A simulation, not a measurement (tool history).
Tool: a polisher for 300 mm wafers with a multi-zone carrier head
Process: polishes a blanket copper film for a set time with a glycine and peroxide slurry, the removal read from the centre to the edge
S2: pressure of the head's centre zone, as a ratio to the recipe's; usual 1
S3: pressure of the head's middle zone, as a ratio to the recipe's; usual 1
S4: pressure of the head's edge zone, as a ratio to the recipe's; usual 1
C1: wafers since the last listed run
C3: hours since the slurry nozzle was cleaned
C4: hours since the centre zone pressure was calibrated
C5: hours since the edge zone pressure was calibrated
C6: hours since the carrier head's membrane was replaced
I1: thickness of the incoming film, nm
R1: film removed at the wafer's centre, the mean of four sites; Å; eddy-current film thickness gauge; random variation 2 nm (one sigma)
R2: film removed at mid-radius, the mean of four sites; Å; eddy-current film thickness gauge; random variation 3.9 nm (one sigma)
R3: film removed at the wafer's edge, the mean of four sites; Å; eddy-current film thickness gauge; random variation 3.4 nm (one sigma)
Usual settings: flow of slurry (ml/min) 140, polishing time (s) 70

{"run": 1, "hour": 0.0, "flow of slurry (ml/min)": 110, "S2": 1, "S3": 1, "S4": 1.07, "polishing time (s)": 70, "C1": 0, "wafers polished on this pad": 247, "C3": 273.4, "C4": 933.8, "C5": 655.2, "C6": 1395.7, "I1": 2033.1, "R1": 2819, "R2": 3007, "R3": 3097}
{"run": 2, "hour": 38.2, "flow of slurry (ml/min)": 140, "S2": 1.08, "S3": 1, "S4": 1, "polishing time (s)": 70, "C1": 236, "wafers polished on this pad": 483, "C3": 311.6, "C4": 972, "C5": 693.4, "C6": 1433.9, "I1": 2095.8, "R1": 3180, "R2": 3175, "R3": 3093}
{"hour": 49.7, "done": "carrier head's membrane replaced by a new one"}
{"run": 3, "hour": 65.5, "flow of slurry (ml/min)": 140, "S2": 1, "S3": 1, "S4": 1, "polishing time (s)": 70, "C1": 137, "wafers polished on this pad": 621, "C3": 338.9, "C4": 999.3, "C5": 720.7, "C6": 15.8, "I1": 2064.4, "R1": 2956, "R2": 3222, "R3": 3134}
{"hour": 81.5, "done": "centre zone pressure recalibrated"}
{"run": 4, "hour": 93.4, "flow of slurry (ml/min)": 115, "S2": 1.06, "S3": 1, "S4": 0.93, "polishing time (s)": 70, "C1": 160, "wafers polished on this pad": 781, "C3": 366.8, "C4": 11.9, "C5": 748.6, "C6": 43.7, "I1": 2090.6, "R1": 3153, "R2": 2969, "R3": 2909}
{"run": 5, "hour": 153.0, "flow of slurry (ml/min)": 140, "S2": 1, "S3": 1, "S4": 1, "polishing time (s)": 70, "C1": 368, "wafers polished on this pad": 1150, "C3": 426.4, "C4": 71.5, "C5": 808.2, "C6": 103.3, "I1": 2055.8, "R1": 3144, "R2": 3160, "R3": 3147}
{"run": 6, "hour": 195.5, "flow of slurry (ml/min)": 140, "S2": 1, "S3": 1, "S4": 0.91, "polishing time (s)": 48, "C1": 262, "wafers polished on this pad": 1413, "C3": 468.9, "C4": 114, "C5": 850.7, "C6": 145.8, "I1": 2092, "R1": 2173, "R2": 2142, "R3": 2036}
{"run": 7, "hour": 232.4, "flow of slurry (ml/min)": 140, "S2": 0.91, "S3": 1, "S4": 1, "polishing time (s)": 82, "C1": 228, "wafers polished on this pad": 1642, "C3": 505.8, "C4": 150.9, "C5": 887.6, "C6": 182.7, "I1": 2068.7, "R1": 3454, "R2": 3579, "R3": 3680}
{"hour": 260.5, "done": "edge zone pressure recalibrated"}
{"run": 8, "hour": 267.9, "flow of slurry (ml/min)": 100, "S2": 0.92, "S3": 0.93, "S4": 1, "polishing time (s)": 88, "C1": 207, "wafers polished on this pad": 1849, "C3": 541.3, "C4": 186.4, "C5": 7.4, "C6": 218.2, "I1": 2071.4, "R1": 3328, "R2": 3401, "R3": 3666}
{"run": 9, "hour": 303.1, "flow of slurry (ml/min)": 140, "S2": 1, "S3": 1, "S4": 1, "polishing time (s)": 70, "C1": 217, "wafers polished on this pad": 2067, "C3": 576.5, "C4": 221.6, "C5": 42.6, "C6": 253.4, "I1": 2077.8, "R1": 3127, "R2": 3056, "R3": 3036}
{"run": 10, "hour": 332.3, "flow of slurry (ml/min)": 140, "S2": 1.07, "S3": 1, "S4": 1, "polishing time (s)": 70, "C1": 180, "wafers polished on this pad": 2247, "C3": 605.7, "C4": 250.8, "C5": 71.8, "C6": 282.6, "I1": 2071.5, "R1": 3296, "R2": 3135, "R3": 3179}
{"hour": 338.8, "done": "worn pad replaced by a new one"}
{"hour": 366.8, "done": "slurry nozzle cleaned"}
{"run": 11, "hour": 367.9, "flow of slurry (ml/min)": 140, "S2": 1.05, "S3": 1, "S4": 0.95, "polishing time (s)": 70, "C1": 189, "wafers polished on this pad": 174, "C3": 1.1, "C4": 286.4, "C5": 107.4, "C6": 318.2, "I1": 2068.3, "R1": 3446, "R2": 3197, "R3": 3078}
{"run": 12, "hour": 404.5, "flow of slurry (ml/min)": 140, "S2": 0.88, "S3": 1, "S4": 1, "polishing time (s)": 50, "C1": 226, "wafers polished on this pad": 400, "C3": 37.7, "C4": 323, "C5": 144, "C6": 354.8, "I1": 2059.8, "R1": 2073, "R2": 2279, "R3": 2251}
{"run": 13, "hour": 428.9, "flow of slurry (ml/min)": 140, "S2": 1.11, "S3": 1.11, "S4": 1, "polishing time (s)": 63, "C1": 150, "wafers polished on this pad": 551, "C3": 62.1, "C4": 347.4, "C5": 168.4, "C6": 379.2, "I1": 2068.8, "R1": 3164, "R2": 3125, "R3": 2763}
{"run": 14, "hour": 461.0, "flow of slurry (ml/min)": 140, "S2": 1, "S3": 0.89, "S4": 1, "polishing time (s)": 70, "C1": 198, "wafers polished on this pad": 750, "C3": 94.2, "C4": 379.5, "C5": 200.5, "C6": 411.3, "I1": 2053.4, "R1": 3241, "R2": 2978, "R3": 3162}
{"run": 15, "hour": 491.7, "flow of slurry (ml/min)": 140, "S2": 1.09, "S3": 1, "S4": 0.95, "polishing time (s)": 70, "C1": 189, "wafers polished on this pad": 940, "C3": 124.9, "C4": 410.2, "C5": 231.2, "C6": 442, "I1": 2064.5, "R1": 3434, "R2": 3139, "R3": 3055}
{"run": 16, "hour": 524.1, "flow of slurry (ml/min)": 140, "S2": 1, "S3": 1, "S4": 1, "polishing time (s)": 70, "C1": 200, "wafers polished on this pad": 1140, "C3": 157.3, "C4": 442.6, "C5": 263.6, "C6": 474.4, "I1": 2087.9, "R1": 3191, "R2": 3175, "R3": 3150}
{"run": 17, "hour": 569.5, "flow of slurry (ml/min)": 175, "S2": 1, "S3": 1, "S4": 1, "polishing time (s)": 63, "C1": 280, "wafers polished on this pad": 1421, "C3": 202.7, "C4": 488, "C5": 309, "C6": 519.8, "I1": 2057.1, "R1": 2975, "R2": 2887, "R3": 2945}
{"run": 18, "hour": 638.5, "flow of slurry (ml/min)": 140, "S2": 1.09, "S3": 1, "S4": 1.04, "polishing time (s)": 70, "C1": 426, "wafers polished on this pad": 1848, "C3": 271.7, "C4": 557, "C5": 378, "C6": 588.8, "I1": 2068.4, "R1": 3369, "R2": 3113, "R3": 3181}
{"run": 19, "hour": 684.8, "flow of slurry (ml/min)": 175, "S2": 1, "S3": 0.89, "S4": 1.04, "polishing time (s)": 83, "C1": 286, "wafers polished on this pad": 2134, "C3": 318, "C4": 603.3, "C5": 424.3, "C6": 635.1, "I1": 2060.1, "R1": 3838, "R2": 3535, "R3": 3868}
{"run": 20, "hour": 711.3, "flow of slurry (ml/min)": 140, "S2": 1, "S3": 1, "S4": 1, "polishing time (s)": 70, "C1": 163, "wafers polished on this pad": 2298, "C3": 344.5, "C4": 629.8, "C5": 450.8, "C6": 661.6, "I1": 2053.3, "R1": 3088, "R2": 3113, "R3": 3167}
{"run": 21, "hour": 767.8, "flow of slurry (ml/min)": 140, "S2": 0.93, "S3": 1, "S4": 1, "polishing time (s)": 70, "C1": 349, "wafers polished on this pad": 2648, "C3": 401, "C4": 686.3, "C5": 507.3, "C6": 718.1, "I1": 2065.5, "R1": 2880, "R2": 3075, "R3": 3087}
{"hour": 791.6, "done": "worn pad replaced by a new one"}
{"run": 22, "hour": 825.3, "flow of slurry (ml/min)": 140, "S2": 1, "S3": 1, "S4": 1, "polishing time (s)": 79, "C1": 331, "wafers polished on this pad": 208, "C3": 458.5, "C4": 743.8, "C5": 564.8, "C6": 775.6, "I1": 2094.7, "R1": 3453, "R2": 3484, "R3": 3497}

4 ways to go on from here, each from the tool as it stands after run 22. What would each give?
{"run": "A", "hour": 825.8, "flow of slurry (ml/min)": 140, "S2": 1, "S3": 1, "S4": 0.89, "polishing time (s)": 70, "C1": 3, "wafers polished on this pad": 211, "C3": 459, "C4": 744.3, "C5": 565.3, "C6": 776.1, "I1": 2083.5, "R1": "?", "R2": "?", "R3": "?"}
{"run": "B", "hour": 825.8, "flow of slurry (ml/min)": 190, "S2": 0.88, "S3": 0.95, "S4": 1, "polishing time (s)": 70, "C1": 3, "wafers polished on this pad": 211, "C3": 459, "C4": 744.3, "C5": 565.3, "C6": 776.1, "I1": 2083.5, "R1": "?", "R2": "?", "R3": "?"}
{"run": "C", "hour": 825.8, "flow of slurry (ml/min)": 140, "S2": 1, "S3": 1, "S4": 1, "polishing time (s)": 64, "C1": 3, "wafers polished on this pad": 211, "C3": 459, "C4": 744.3, "C5": 565.3, "C6": 776.1, "I1": 2083.5, "R1": "?", "R2": "?", "R3": "?"}
{"run": "D", "hour": 825.8, "flow of slurry (ml/min)": 115, "S2": 1, "S3": 1, "S4": 1, "polishing time (s)": 70, "C1": 3, "wafers polished on this pad": 211, "C3": 459, "C4": 744.3, "C5": 565.3, "C6": 776.1, "I1": 2083.5, "R1": "?", "R2": "?", "R3": "?"}

run=A R1=3017 R2=3074 R3=2971
run=B R1=2898 R2=3135 R3=3275
run=C R1=2758 R2=2810 R3=2869
run=D R1=2861 R2=2934 R3=3039
Without the tool's hidden state the same runs would have given:
run=A R1=3265 R2=3183 R3=3045
run=B R1=3107 R2=3219 R3=3340
run=C R1=2985 R2=2909 R3=2941
run=D R1=3120 R2=3057 R3=3126
